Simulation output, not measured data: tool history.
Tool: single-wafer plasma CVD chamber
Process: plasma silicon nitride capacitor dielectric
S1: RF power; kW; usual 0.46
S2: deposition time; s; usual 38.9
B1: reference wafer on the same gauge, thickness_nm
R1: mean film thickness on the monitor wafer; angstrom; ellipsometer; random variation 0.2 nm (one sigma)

{"run": 1, "day": 0.0, "S1": 0.39, "S2": 43.9, "B1": 44.294, "R1": 574.86}
{"run": 2, "day": 3.942, "S1": 0.43, "S2": 43.6, "B1": 44.326, "R1": 578.69}
{"run": 3, "day": 5.983, "S1": 0.43, "S2": 43.6, "B1": 44.336, "R1": 582.93}
{"run": 4, "day": 10.046, "S1": 0.43, "S2": 43.6, "B1": 44.317, "R1": 581.62}
{"run": 5, "day": 12.229, "S1": 0.46, "S2": 38.9, "B1": 44.247, "R1": 530.82}
{"run": 6, "day": 14.229, "S1": 0.46, "S2": 38.9, "B1": 44.254, "R1": 528.48}
{"run": 7, "day": 16.517, "S1": 0.46, "S2": 38.9, "B1": 44.237, "R1": 525.9}
{"run": 8, "day": 18.5, "S1": 0.415, "S2": 34.3, "B1": 44.309, "R1": 451.96}
{"run": 9, "day": 21.329, "S1": 0.46, "S2": 38.9, "B1": 44.32, "R1": 523.14}
{"run": 10, "day": 24.196, "S1": 0.46, "S2": 38.9, "B1": 44.313, "R1": 525.12}
{"run": 11, "day": 27.275, "S1": 0.46, "S2": 38.9, "B1": 44.253, "R1": 522.71}
{"run": 12, "day": 31.625, "S1": 0.46, "S2": 36.1, "B1": 44.288, "R1": 481.59}
{"run": 13, "day": 34.229, "S1": 0.46, "S2": 38.9, "B1": 44.287, "R1": 521.47}
{"run": 14, "day": 38.625, "S1": 0.39, "S2": 38.9, "B1": 44.322, "R1": 503.56}
{"run": 15, "day": 40.9, "S1": 0.39, "S2": 38.9, "B1": 44.326, "R1": 498.56}
{"day": 41.562, "done": "RF generator calibrated"}
{"run": 16, "day": 44.383, "S1": 0.39, "S2": 38.9, "B1": 44.332, "R1": 509.09}
{"day": 46.162, "done": "gauge calibrated"}
{"run": 17, "day": 47.888, "S1": 0.46, "S2": 38.9, "B1": 44.278, "R1": 527.44}
{"run": 18, "day": 50.342, "S1": 0.46, "S2": 31.4, "B1": 44.314, "R1": 427.3}
{"run": 19, "day": 54.2, "S1": 0.46, "S2": 43.4, "B1": 44.269, "R1": 587.78}
{"run": 20, "day": 57.033, "S1": 0.46, "S2": 38.9, "B1": 44.311, "R1": 528.06}
{"run": 21, "day": 60.992, "S1": 0.42, "S2": 35, "B1": 44.314, "R1": 463.53}
{"run": 22, "day": 65.446, "S1": 0.515, "S2": 34.6, "B1": 44.317, "R1": 475.34}
{"run": 23, "day": 67.371, "S1": 0.46, "S2": 38.9, "B1": 44.305, "R1": 526.16}
{"run": 24, "day": 70.592, "S1": 0.46, "S2": 38.9, "B1": 44.3, "R1": 528.16}
{"run": 25, "day": 74.242, "S1": 0.505, "S2": 45.6, "B1": 44.276, "R1": 628.96}
{"run": 26, "day": 83.2, "S1": 0.38, "S2": 43.9, "B1": 44.267, "R1": 563.03}
{"day": 85.512, "done": "showerhead replaced"}
{"run": 27, "day": 86.812, "S1": 0.54, "S2": 38.9, "B1": 44.273, "R1": 541.08}
{"run": 28, "day": 89.883, "S1": 0.46, "S2": 38.9, "B1": 44.311, "R1": 518.24}
{"run": 29, "day": 92.846, "S1": 0.46, "S2": 38.9, "B1": 44.291, "R1": 516.67}
{"day": 93.696, "done": "RF generator calibrated"}
{"run": 30, "day": 96.288, "S1": 0.395, "S2": 46.1, "B1": 44.294, "R1": 602.43}
{"run": 31, "day": 98.712, "S1": 0.46, "S2": 42.2, "B1": 44.301, "R1": 566.3}
{"run": 32, "day": 102.254, "S1": 0.42, "S2": 31.7, "B1": 44.267, "R1": 419.49}

Run 33 comes next. What will it give?
{"run": 33, "day": 105.067, "S1": 0.46, "S2": 38.9, "B1": "?", "R1": "?"}

B1: 44.313
R1: 523.8 angstrom
Without the tool's hidden state the same run would have given R1 525.12 angstrom.
